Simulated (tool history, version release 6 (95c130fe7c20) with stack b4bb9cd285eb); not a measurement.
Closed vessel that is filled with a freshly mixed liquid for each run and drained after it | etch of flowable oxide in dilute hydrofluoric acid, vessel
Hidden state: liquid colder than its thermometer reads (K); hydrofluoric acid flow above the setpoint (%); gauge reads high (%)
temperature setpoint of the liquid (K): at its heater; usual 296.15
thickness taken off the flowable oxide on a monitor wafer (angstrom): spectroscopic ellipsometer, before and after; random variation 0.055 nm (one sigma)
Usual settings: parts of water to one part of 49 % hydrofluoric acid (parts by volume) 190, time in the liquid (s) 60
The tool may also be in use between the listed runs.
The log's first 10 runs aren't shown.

run,hour,temperature setpoint of the liquid (K),parts of water to one part of 49 % hydrofluoric acid (parts by volume),time in the liquid (s),wafers since the last listed run,hours since the thermometer was replaced,hours since the hydrofluoric acid flow meter was replaced,hours since the gauge calibration,"read-back film thickness of the flowable oxide reference wafer, read on the same gauge (nm)",thickness taken off the flowable oxide on a monitor wafer (angstrom)
11,124.4,296.15,190,60,783,2634.2,636.2,241.7,80.01,131.6
12,140.4,296.15,120,60,1377,2650.2,652.2,257.7,79.96,223.3
# hour 142.7: hydrofluoric acid flow meter replaced
# hour 143.5: thermometer replaced
13,151.5,296.15,130,60,805,8.0,8.8,268.8,79.95,218.3
# hour 160.6: gauge calibrated
14,166.0,298.65,190,40,1248,22.5,23.3,5.4,79.97,102.2
15,173.1,297.65,190,30,611,29.6,30.4,12.5,80.00,73.6
16,187.3,296.15,190,85,1222,43.8,44.6,26.7,80.02,197.0
17,205.1,296.15,190,80,1532,61.6,62.4,44.5,80.00,186.0
18,221.0,293.65,110,30,1368,77.5,78.3,60.4,80.00,118.5
19,237.2,293.15,155,90,1394,93.7,94.5,76.6,79.99,236.7
20,252.1,291.65,270,45,1282,108.6,109.4,91.5,80.00,57.5
21,269.0,298.65,165,45,1454,125.5,126.3,108.4,80.02,136.0
22,283.5,297.65,190,95,1248,140.0,140.8,122.9,79.99,234.2
23,296.8,300.65,190,50,1144,153.3,154.1,136.2,79.98,137.9
24,314.8,296.15,190,60,1549,171.3,172.1,154.2,80.00,138.4
25,323.3,292.65,250,30,731,179.8,180.6,162.7,79.99,43.9
26,331.3,293.65,190,30,688,187.8,188.6,170.7,80.01,63.7
27,346.0,300.65,130,30,1265,202.5,203.3,185.4,79.99,128.6
28,352.1,296.15,190,60,525,208.6,209.4,191.5,80.01,139.0
29,364.3,298.15,275,90,1050,220.8,221.6,203.7,80.00,141.9
30,374.0,296.15,190,60,835,230.5,231.3,213.4,80.02,140.1
31,386.2,294.65,190,60,1050,242.7,243.5,225.6,79.99,132.6
32,392.8,296.15,260,35,568,249.3,250.1,232.2,79.98,55.4
33,400.4,296.15,265,50,654,256.9,257.7,239.8,80.05,76.9
34,416.6,296.15,190,60,1394,273.1,273.9,256.0,79.96,140.0

Forecast each of these 4 alternatives for the next run:
A,417.3,296.15,190,60,60,273.8,274.6,256.7,?,?
B,417.3,296.15,225,80,60,273.8,274.6,256.7,?,?
C,417.3,296.15,190,40,60,273.8,274.6,256.7,?,?
D,417.3,296.15,155,90,60,273.8,274.6,256.7,?,?

run,"read-back film thickness of the flowable oxide reference wafer, read on the same gauge (nm)",thickness taken off the flowable oxide on a monitor wafer (angstrom)
A,80.00,139.2
B,80.00,151.3
C,80.00,92.8
D,80.00,265.6
Without the tool's hidden state the same runs would have given:
run,thickness taken off the flowable oxide on a monitor wafer (angstrom)
A,141.1
B,153.2
C,94.1
D,269.5

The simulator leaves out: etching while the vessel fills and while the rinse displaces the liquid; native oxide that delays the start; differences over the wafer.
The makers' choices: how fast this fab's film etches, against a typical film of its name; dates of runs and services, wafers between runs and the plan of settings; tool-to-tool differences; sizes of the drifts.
